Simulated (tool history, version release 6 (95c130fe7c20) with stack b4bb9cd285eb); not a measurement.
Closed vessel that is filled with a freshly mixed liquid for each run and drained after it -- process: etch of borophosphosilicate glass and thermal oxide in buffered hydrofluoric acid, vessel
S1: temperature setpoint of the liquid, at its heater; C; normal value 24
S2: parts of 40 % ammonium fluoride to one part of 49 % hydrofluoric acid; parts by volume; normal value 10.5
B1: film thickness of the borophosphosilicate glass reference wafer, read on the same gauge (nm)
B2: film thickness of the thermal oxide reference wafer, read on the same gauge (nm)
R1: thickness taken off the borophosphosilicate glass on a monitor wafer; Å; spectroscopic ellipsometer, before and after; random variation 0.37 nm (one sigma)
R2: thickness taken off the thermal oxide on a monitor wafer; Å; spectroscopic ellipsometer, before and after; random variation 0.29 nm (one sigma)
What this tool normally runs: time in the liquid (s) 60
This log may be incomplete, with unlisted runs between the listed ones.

{"run": 1, "day": 0.0, "S1": 24, "S2": 10.5, "time in the liquid (s)": 70, "B1": 39.58, "B2": 89.01, "R1": 859.5, "R2": 708.5}
{"run": 2, "day": 0.996, "S1": 24, "S2": 10.5, "time in the liquid (s)": 70, "B1": 39.55, "B2": 88.97, "R1": 864.7, "R2": 710.3}
{"run": 3, "day": 2.246, "S1": 24, "S2": 13.5, "time in the liquid (s)": 60, "B1": 39.52, "B2": 88.9, "R1": 575.2, "R2": 479.7}
{"run": 4, "day": 2.858, "S1": 24, "S2": 13.5, "time in the liquid (s)": 60, "B1": 39.55, "B2": 88.84, "R1": 574.4, "R2": 477.9}
{"run": 5, "day": 4.017, "S1": 24, "S2": 13.5, "time in the liquid (s)": 60, "B1": 39.45, "B2": 88.77, "R1": 578.4, "R2": 478.3}
{"run": 6, "day": 5.342, "S1": 24, "S2": 10.5, "time in the liquid (s)": 60, "B1": 39.42, "B2": 88.69, "R1": 737.7, "R2": 607.6}
{"run": 7, "day": 5.946, "S1": 25, "S2": 10.5, "time in the liquid (s)": 40, "B1": 39.38, "B2": 88.66, "R1": 517.3, "R2": 429.7}
{"run": 8, "day": 6.829, "S1": 25, "S2": 10.5, "time in the liquid (s)": 40, "B1": 39.35, "B2": 88.58, "R1": 518.4, "R2": 434}
{"run": 9, "day": 7.342, "S1": 25, "S2": 10.5, "time in the liquid (s)": 40, "B1": 39.42, "B2": 88.57, "R1": 515.4, "R2": 435}
{"run": 10, "day": 8.825, "S1": 27.5, "S2": 12, "time in the liquid (s)": 30, "B1": 39.32, "B2": 88.48, "R1": 385.8, "R2": 325.6}
{"run": 11, "day": 9.762, "S1": 24, "S2": 10.5, "time in the liquid (s)": 40, "B1": 39.25, "B2": 88.38, "R1": 491.1, "R2": 407.3}
{"day": 10.396, "done": "hydrofluoric acid flow meter replaced"}
{"run": 12, "day": 10.488, "S1": 24, "S2": 10.5, "time in the liquid (s)": 60, "B1": 39.27, "B2": 88.37, "R1": 735, "R2": 609.6}
{"run": 13, "day": 11.8, "S1": 24, "S2": 9.5, "time in the liquid (s)": 40, "B1": 39.23, "B2": 88.29, "R1": 529.5, "R2": 439.3}
{"run": 14, "day": 13.262, "S1": 26, "S2": 12, "time in the liquid (s)": 60, "B1": 39.19, "B2": 88.18, "R1": 713, "R2": 590.6}
{"day": 14.062, "done": "gauge calibrated"}
{"run": 15, "day": 14.333, "S1": 25.5, "S2": 10.5, "time in the liquid (s)": 60, "B1": 39.95, "B2": 89.94, "R1": 807, "R2": 673.6}
{"run": 16, "day": 15.204, "S1": 26, "S2": 10.5, "time in the liquid (s)": 35, "B1": 39.98, "B2": 89.87, "R1": 478.5, "R2": 400}
{"run": 17, "day": 15.971, "S1": 24, "S2": 10.5, "time in the liquid (s)": 60, "B1": 39.95, "B2": 89.85, "R1": 748.4, "R2": 621.4}
{"run": 18, "day": 17.4, "S1": 24, "S2": 8, "time in the liquid (s)": 40, "B1": 39.88, "B2": 89.75, "R1": 632.5, "R2": 524.6}
{"day": 18.075, "done": "thermometer replaced"}
{"run": 19, "day": 18.3, "S1": 24, "S2": 10.5, "time in the liquid (s)": 60, "B1": 39.88, "B2": 89.7, "R1": 743.6, "R2": 613.9}
{"run": 20, "day": 20.792, "S1": 24, "S2": 10.5, "time in the liquid (s)": 60, "B1": 39.79, "B2": 89.52, "R1": 746, "R2": 613.5}
{"run": 21, "day": 21.762, "S1": 24, "S2": 10.5, "time in the liquid (s)": 60, "B1": 39.8, "B2": 89.47, "R1": 737.8, "R2": 613}
{"run": 22, "day": 22.712, "S1": 20, "S2": 10.5, "time in the liquid (s)": 60, "B1": 39.72, "B2": 89.43, "R1": 597.8, "R2": 496.3}
{"run": 23, "day": 24.179, "S1": 26.5, "S2": 10.5, "time in the liquid (s)": 60, "B1": 39.67, "B2": 89.33, "R1": 844.7, "R2": 709.7}
{"run": 24, "day": 25.662, "S1": 24, "S2": 14, "time in the liquid (s)": 95, "B1": 39.69, "B2": 89.21, "R1": 883.1, "R2": 727.1}
{"run": 25, "day": 26.488, "S1": 22, "S2": 7, "time in the liquid (s)": 70, "B1": 39.64, "B2": 89.18, "R1": 1141.9, "R2": 946.7}

The same runs without the tool's hidden state, with the same run-to-run variation:
Hidden conditions of the tool in this case: liquid colder than its thermometer reads (K); hydrofluoric acid flow below the setpoint (%); gauge reads high (%).
run=1 R1=869 R2=716.3
run=2 R1=874.9 R2=718.6
run=3 R1=582.4 R2=485.7
run=4 R1=582 R2=484.1
run=5 R1=586.4 R2=484.9
run=6 R1=748.7 R2=616.6
run=7 R1=525.2 R2=436.2
run=8 R1=526.7 R2=440.9
run=9 R1=523.7 R2=442.1
run=10 R1=392.5 R2=331.2
run=11 R1=499.9 R2=414.6
run=12 R1=748.7 R2=620.9
run=13 R1=539.8 R2=447.9
run=14 R1=727.7 R2=602.7
run=15 R1=807.5 R2=674
run=16 R1=479.1 R2=400.5
run=17 R1=749.8 R2=622.5
run=18 R1=634.3 R2=526.1
run=19 R1=746.1 R2=616
run=20 R1=749.8 R2=616.6
run=21 R1=742.1 R2=616.6
run=22 R1=601.7 R2=499.5
run=23 R1=851.1 R2=715
run=24 R1=890.7 R2=733.4
run=25 R1=1152.4 R2=955.4

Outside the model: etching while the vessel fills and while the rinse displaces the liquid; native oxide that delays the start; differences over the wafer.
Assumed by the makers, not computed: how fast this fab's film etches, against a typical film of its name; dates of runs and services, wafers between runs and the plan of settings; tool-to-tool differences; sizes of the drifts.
